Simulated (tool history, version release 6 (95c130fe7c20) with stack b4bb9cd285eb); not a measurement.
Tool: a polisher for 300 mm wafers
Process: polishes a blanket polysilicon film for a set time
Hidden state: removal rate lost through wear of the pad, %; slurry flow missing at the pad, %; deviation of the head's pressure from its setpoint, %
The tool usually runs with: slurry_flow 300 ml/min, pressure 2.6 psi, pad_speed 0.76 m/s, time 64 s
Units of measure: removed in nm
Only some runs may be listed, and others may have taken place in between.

run	day	slurry_flow	pressure	pad_speed	time	wafers since the last listed run	wafers polished on this pad	hours since the slurry nozzle was cleaned	hours since the head pressure was calibrated	incoming thickness of the incoming film, nm	removed
1	0.000	300	2.6	0.76	64	0	899	401.5	138.9	1827.0	454.9
2	2.458	300	2.0	0.76	64	382	1281	460.5	197.9	1782.4	371.3
# day 3.562: slurry nozzle cleaned
3	4.696	300	2.0	0.76	64	341	1623	27.2	251.6	1773.5	375.6
# day 6.079: worn pad replaced by a new one
4	6.100	300	2.0	0.76	64	192	3	60.9	285.3	1800.2	368.6
5	7.525	300	2.3	0.62	64	221	224	95.1	319.5	1766.3	368.7
6	9.842	300	2.3	0.62	64	360	584	150.7	375.1	1784.9	366.1
7	11.279	350	2.6	0.76	64	223	808	185.2	409.6	1785.9	480.6
8	12.717	350	2.6	0.76	64	223	1031	219.7	444.1	1817.8	486.6
9	17.062	300	2.6	0.76	64	675	1706	324.0	548.4	1768.1	480.9
# day 17.925: worn pad replaced by a new one
10	19.754	300	2.6	0.76	64	392	284	388.6	613.0	1757.0	490.2
11	22.233	300	3.1	0.76	64	385	669	448.1	672.5	1804.1	577.6
# day 22.317: slurry nozzle cleaned
# day 24.142: head pressure recalibrated
12	24.771	300	2.6	0.76	64	374	1044	58.9	15.1	1824.2	437.3
13	26.612	300	2.6	0.76	64	286	1330	103.1	59.3	1806.2	439.2
# day 28.729: worn pad replaced by a new one
14	28.750	300	2.6	0.76	64	306	3	154.4	110.6	1804.0	439.6
15	30.671	215	3.3	0.76	64	298	301	200.5	156.7	1769.7	522.7
16	32.292	375	3.0	0.76	64	251	553	239.4	195.6	1810.5	514.0
17	33.750	255	3.3	0.90	64	226	780	274.4	230.6	1781.4	627.4
18	36.738	300	2.1	0.76	64	464	1244	346.1	302.3	1789.5	375.1
# day 41.475: slurry nozzle cleaned
# day 41.967: worn pad replaced by a new one
19	44.517	265	2.6	0.76	64	1176	396	73.0	489.0	1810.9	455.8
20	47.083	390	2.9	0.62	83	398	795	134.6	550.6	1793.1	588.4
21	49.167	350	3.5	0.86	50	323	1119	184.6	600.6	1812.5	524.3
22	50.433	200	2.1	0.60	77	196	1315	215.0	631.0	1804.8	384.3
23	51.929	300	2.0	0.76	64	232	1548	250.9	666.9	1782.8	384.7
24	53.433	300	2.6	0.92	47	233	1782	287.0	703.0	1762.6	409.0
25	54.704	300	2.6	0.76	64	197	1979	317.5	733.5	1774.0	474.9

Estimate the outcome of run 26 from the log above:
# day 55.454: worn pad replaced by a new one
26	57.262	300	2.6	0.76	64	371	281	378.9	794.9	1784.0	?

removed: 473.4 nm
The same run, on a tool lacking any hidden state, would have yielded removed 432.0 nm.
